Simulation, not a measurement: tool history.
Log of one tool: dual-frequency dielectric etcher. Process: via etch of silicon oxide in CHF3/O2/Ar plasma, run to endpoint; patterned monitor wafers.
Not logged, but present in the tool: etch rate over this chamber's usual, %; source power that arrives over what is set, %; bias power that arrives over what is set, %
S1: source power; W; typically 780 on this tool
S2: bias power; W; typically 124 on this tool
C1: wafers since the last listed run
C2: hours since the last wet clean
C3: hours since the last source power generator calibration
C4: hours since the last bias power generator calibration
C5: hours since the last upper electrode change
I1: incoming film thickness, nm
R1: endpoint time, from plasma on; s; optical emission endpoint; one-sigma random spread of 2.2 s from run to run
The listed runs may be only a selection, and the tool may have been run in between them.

{"run": 1, "hour": 0.0, "S1": 780, "S2": 124, "C1": 0, "C2": 529.7, "C3": 3329.3, "C4": 3914.0, "C5": 1743.2, "I1": 732.3, "R1": 400.1}
{"hour": 39.5, "done": "wet clean of the chamber"}
{"hour": 88.4, "done": "source power generator calibrated"}
{"run": 2, "hour": 92.4, "S1": 780, "S2": 124, "C1": 236, "C2": 52.9, "C3": 4.0, "C4": 4006.4, "C5": 1835.6, "I1": 730.6, "R1": 409.7}
{"run": 3, "hour": 106.5, "S1": 780, "S2": 124, "C1": 51, "C2": 67.0, "C3": 18.1, "C4": 4020.5, "C5": 1849.7, "I1": 734.2, "R1": 411.2}
{"run": 4, "hour": 128.7, "S1": 780, "S2": 124, "C1": 81, "C2": 89.2, "C3": 40.3, "C4": 4042.7, "C5": 1871.9, "I1": 736.0, "R1": 410.5}
{"run": 5, "hour": 155.1, "S1": 780, "S2": 124, "C1": 96, "C2": 115.6, "C3": 66.7, "C4": 4069.1, "C5": 1898.3, "I1": 737.3, "R1": 408.0}
{"run": 6, "hour": 190.3, "S1": 780, "S2": 124, "C1": 129, "C2": 150.8, "C3": 101.9, "C4": 4104.3, "C5": 1933.5, "I1": 736.3, "R1": 409.1}
{"run": 7, "hour": 218.4, "S1": 910, "S2": 124, "C1": 103, "C2": 178.9, "C3": 130.0, "C4": 4132.4, "C5": 1961.6, "I1": 731.4, "R1": 371.5}
{"run": 8, "hour": 275.2, "S1": 910, "S2": 124, "C1": 208, "C2": 235.7, "C3": 186.8, "C4": 4189.2, "C5": 2018.4, "I1": 732.5, "R1": 368.1}
{"run": 9, "hour": 302.4, "S1": 780, "S2": 145, "C1": 99, "C2": 262.9, "C3": 214.0, "C4": 4216.4, "C5": 2045.6, "I1": 736.3, "R1": 385.6}
{"run": 10, "hour": 332.2, "S1": 780, "S2": 145, "C1": 109, "C2": 292.7, "C3": 243.8, "C4": 4246.2, "C5": 2075.4, "I1": 735.8, "R1": 385.2}
{"run": 11, "hour": 354.9, "S1": 830, "S2": 124, "C1": 83, "C2": 315.4, "C3": 266.5, "C4": 4268.9, "C5": 2098.1, "I1": 728.4, "R1": 387.4}
{"run": 12, "hour": 380.8, "S1": 850, "S2": 154, "C1": 94, "C2": 341.3, "C3": 292.4, "C4": 4294.8, "C5": 2124.0, "I1": 730.8, "R1": 355.1}
{"run": 13, "hour": 407.6, "S1": 780, "S2": 151, "C1": 98, "C2": 368.1, "C3": 319.2, "C4": 4321.6, "C5": 2150.8, "I1": 736.3, "R1": 379.6}
{"run": 14, "hour": 425.2, "S1": 860, "S2": 133, "C1": 64, "C2": 385.7, "C3": 336.8, "C4": 4339.2, "C5": 2168.4, "I1": 730.5, "R1": 367.0}
{"run": 15, "hour": 452.7, "S1": 780, "S2": 135, "C1": 100, "C2": 413.2, "C3": 364.3, "C4": 4366.7, "C5": 2195.9, "I1": 729.4, "R1": 392.0}
{"run": 16, "hour": 471.7, "S1": 780, "S2": 103, "C1": 69, "C2": 432.2, "C3": 383.3, "C4": 4385.7, "C5": 2214.9, "I1": 738.7, "R1": 427.2}
{"run": 17, "hour": 490.7, "S1": 780, "S2": 124, "C1": 69, "C2": 451.2, "C3": 402.3, "C4": 4404.7, "C5": 2233.9, "I1": 727.2, "R1": 398.3}
{"hour": 509.4, "done": "bias power generator calibrated"}
{"run": 18, "hour": 509.9, "S1": 620, "S2": 152, "C1": 55, "C2": 470.4, "C3": 421.5, "C4": 0.5, "C5": 2253.1, "I1": 733.2, "R1": 429.9}
{"run": 19, "hour": 539.5, "S1": 780, "S2": 124, "C1": 108, "C2": 500.0, "C3": 451.1, "C4": 30.1, "C5": 2282.7, "I1": 729.9, "R1": 397.6}
{"run": 20, "hour": 560.2, "S1": 630, "S2": 110, "C1": 75, "C2": 520.7, "C3": 471.8, "C4": 50.8, "C5": 2303.4, "I1": 728.6, "R1": 478.0}
{"hour": 590.4, "done": "wet clean of the chamber"}
{"run": 21, "hour": 590.9, "S1": 780, "S2": 115, "C1": 24, "C2": 0.5, "C3": 502.5, "C4": 81.5, "C5": 2334.1, "I1": 727.9, "R1": 418.3}
{"run": 22, "hour": 594.7, "S1": 650, "S2": 101, "C1": 13, "C2": 4.3, "C3": 506.3, "C4": 85.3, "C5": 2337.9, "I1": 735.3, "R1": 495.8}
{"hour": 619.6, "done": "upper electrode replaced"}
{"run": 23, "hour": 630.0, "S1": 680, "S2": 133, "C1": 41, "C2": 39.6, "C3": 541.6, "C4": 120.6, "C5": 10.4, "I1": 730.9, "R1": 434.7}
{"run": 24, "hour": 649.5, "S1": 880, "S2": 149, "C1": 71, "C2": 59.1, "C3": 561.1, "C4": 140.1, "C5": 29.9, "I1": 730.9, "R1": 360.9}
{"run": 25, "hour": 673.5, "S1": 780, "S2": 124, "C1": 88, "C2": 83.1, "C3": 585.1, "C4": 164.1, "C5": 53.9, "I1": 731.3, "R1": 408.7}
{"run": 26, "hour": 687.0, "S1": 780, "S2": 97, "C1": 49, "C2": 96.6, "C3": 598.6, "C4": 177.6, "C5": 67.4, "I1": 736.6, "R1": 443.8}
{"run": 27, "hour": 713.2, "S1": 780, "S2": 124, "C1": 96, "C2": 122.8, "C3": 624.8, "C4": 203.8, "C5": 93.6, "I1": 728.6, "R1": 403.8}
{"run": 28, "hour": 745.1, "S1": 670, "S2": 124, "C1": 116, "C2": 154.7, "C3": 656.7, "C4": 235.7, "C5": 125.5, "I1": 739.7, "R1": 451.3}
{"run": 29, "hour": 760.5, "S1": 650, "S2": 93, "C1": 56, "C2": 170.1, "C3": 672.1, "C4": 251.1, "C5": 140.9, "I1": 736.7, "R1": 499.8}
{"run": 30, "hour": 780.9, "S1": 780, "S2": 124, "C1": 74, "C2": 190.5, "C3": 692.5, "C4": 271.5, "C5": 161.3, "I1": 727.1, "R1": 403.2}
{"run": 31, "hour": 813.4, "S1": 670, "S2": 113, "C1": 119, "C2": 223.0, "C3": 725.0, "C4": 304.0, "C5": 193.8, "I1": 737.7, "R1": 460.8}
{"run": 32, "hour": 839.5, "S1": 780, "S2": 124, "C1": 95, "C2": 249.1, "C3": 751.1, "C4": 330.1, "C5": 219.9, "I1": 725.3, "R1": 400.5}
{"run": 33, "hour": 851.6, "S1": 680, "S2": 124, "C1": 44, "C2": 261.2, "C3": 763.2, "C4": 342.2, "C5": 232.0, "I1": 729.8, "R1": 436.3}
{"run": 34, "hour": 873.8, "S1": 600, "S2": 153, "C1": 81, "C2": 283.4, "C3": 785.4, "C4": 364.4, "C5": 254.2, "I1": 726.1, "R1": 441.8}
{"run": 35, "hour": 896.0, "S1": 930, "S2": 96, "C1": 81, "C2": 305.6, "C3": 807.6, "C4": 386.6, "C5": 276.4, "I1": 732.9, "R1": 395.5}

Predict each of these 4 candidate next runs independently; none follows another, all start after run 35:
{"run": "A", "hour": 896.5, "S1": 780, "S2": 124, "C1": 1, "C2": 306.1, "C3": 808.1, "C4": 387.1, "C5": 276.9, "I1": 730.8, "R1": "?"}
{"run": "B", "hour": 896.5, "S1": 630, "S2": 109, "C1": 1, "C2": 306.1, "C3": 808.1, "C4": 387.1, "C5": 276.9, "I1": 730.8, "R1": "?"}
{"run": "C", "hour": 896.5, "S1": 680, "S2": 111, "C1": 1, "C2": 306.1, "C3": 808.1, "C4": 387.1, "C5": 276.9, "I1": 730.8, "R1": "?"}
{"run": "D", "hour": 896.5, "S1": 860, "S2": 135, "C1": 1, "C2": 306.1, "C3": 808.1, "C4": 387.1, "C5": 276.9, "I1": 730.8, "R1": "?"}

run=A R1=404.1
run=B R1=482.5
run=C R1=455.9
run=D R1=371.5
The same runs, with their run-to-run variation unchanged, on a tool lacking any hidden condition would have given:
run=A R1=409.4
run=B R1=488.7
run=C R1=461.9
run=D R1=376.3
